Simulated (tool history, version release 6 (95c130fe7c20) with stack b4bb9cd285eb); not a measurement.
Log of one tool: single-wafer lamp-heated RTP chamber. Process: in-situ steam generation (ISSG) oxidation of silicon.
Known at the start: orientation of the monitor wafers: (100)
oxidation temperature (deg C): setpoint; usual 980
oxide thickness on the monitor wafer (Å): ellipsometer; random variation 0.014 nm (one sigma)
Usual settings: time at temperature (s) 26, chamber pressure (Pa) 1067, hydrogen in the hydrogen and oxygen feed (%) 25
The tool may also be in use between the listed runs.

run,hour,oxidation temperature (deg C),time at temperature (s),chamber pressure (Pa),hydrogen in the hydrogen and oxygen feed (%),wafers since the last listed run,wafers since the last pyrometer calibration,hours since the pressure gauge was zeroed,hours since the hydrogen flow controller was replaced,hours since the gauge calibration,"read-back reference wafer on the same gauge, thickness",oxide thickness on the monitor wafer (Å)
1,0.0,980,26,1013,25,0,4505,853.6,4963.9,962.0,5.736,59.49
2,101.0,980,26,1013,25,1407,5913,954.6,5064.9,1063.0,5.744,59.53
3,190.3,980,26,1067,25,1244,7158,1043.9,5154.2,1152.3,5.740,59.78
# hour 206.1: pyrometer window cleaned and pyrometer calibrated
4,263.6,980,26,1067,31,910,800,1117.2,5227.5,1225.6,5.736,62.18
5,301.1,980,26,1067,31,522,1323,1154.7,5265.0,1263.1,5.748,62.09
6,372.5,980,33,1160,25,995,2318,1226.1,5336.4,1334.5,5.741,65.95
7,408.6,980,33,1160,25,503,2822,1262.2,5372.5,1370.6,5.743,66.28
8,498.5,964,26,1067,25,1253,4075,1352.1,5462.4,1460.5,5.743,55.80
9,544.7,964,26,1067,25,643,4719,1398.3,5508.6,1506.7,5.741,56.00
10,651.8,964,26,1067,25,1492,6212,1505.4,5615.7,1613.8,5.740,56.24
# hour 712.8: pyrometer window cleaned and pyrometer calibrated
11,749.4,985,26,1067,21,1248,509,1603.0,5713.3,1711.4,5.740,57.28
12,836.7,985,26,1067,21,1216,1726,1690.3,5800.6,1798.7,5.741,57.90
13,1128.3,985,26,1067,21,4064,5791,1981.9,6092.2,2090.3,5.745,58.32
# hour 1220.1: gauge calibrated
14,1226.0,980,26,1067,25,1361,7153,2079.6,6189.9,5.9,5.738,59.33
# hour 1258.0: pyrometer window cleaned and pyrometer calibrated
15,1274.3,980,26,1067,25,561,227,2127.9,6238.2,54.2,5.736,58.41
16,1312.0,996,26,1240,25,525,753,2165.6,6275.9,91.9,5.734,62.13
17,1401.2,980,22,1067,25,1243,1996,2254.8,6365.1,181.1,5.738,54.81
# hour 1432.3: pressure gauge zeroed
18,1459.6,980,26,1067,25,702,2699,27.3,6423.5,239.5,5.742,59.40
# hour 1524.4: hydrogen flow controller replaced
19,1526.3,980,26,1067,19,818,3517,94.0,1.9,306.2,5.737,56.02
20,1623.5,967,26,1067,25,1354,4872,191.2,99.1,403.4,5.742,56.64
# hour 1696.7: pyrometer window cleaned and pyrometer calibrated
21,1729.6,980,26,1067,25,1367,458,297.3,205.2,509.5,5.741,58.62
22,1778.0,980,26,1067,25,674,1133,345.7,253.6,557.9,5.741,58.78
23,1868.7,972,33,987,25,1264,2397,436.4,344.3,648.6,5.736,64.15
24,1905.3,980,26,1067,25,510,2907,473.0,380.9,685.2,5.737,59.37
25,2003.8,980,26,1067,25,1372,4280,571.5,479.4,783.7,5.747,59.19
26,2052.2,973,22,1067,25,674,4955,619.9,527.8,832.1,5.743,53.48
27,2150.4,980,22,920,25,1368,6323,718.1,626.0,930.3,5.738,55.09
28,2216.4,967,33,1067,30,919,7243,784.1,692.0,996.3,5.736,66.16
# hour 2227.6: pyrometer window cleaned and pyrometer calibrated
29,2298.0,974,26,1213,25,1025,981,865.7,773.6,1077.9,5.741,56.95
30,2378.2,988,33,1067,17,1117,2099,945.9,853.8,1158.1,5.738,62.87
31,2451.5,980,26,1067,25,1021,3121,1019.2,927.1,1231.4,5.740,59.30

4 ways to go on from here, each from the tool as it stands after run 31. What would each give?
A,2451.9,980,26,1067,25,5,3126,1019.6,927.5,1231.8,?,?
B,2451.9,980,26,1187,25,5,3126,1019.6,927.5,1231.8,?,?
C,2451.9,960,26,1067,25,5,3126,1019.6,927.5,1231.8,?,?
D,2451.9,980,26,1067,32,5,3126,1019.6,927.5,1231.8,?,?

run,"read-back reference wafer on the same gauge, thickness",oxide thickness on the monitor wafer (Å)
A,5.746,59.35
B,5.746,58.89
C,5.746,55.03
D,5.746,63.13
Without the tool's hidden state the same runs would have given:
run,oxide thickness on the monitor wafer (Å)
A,58.24
B,57.79
C,54.11
D,61.94
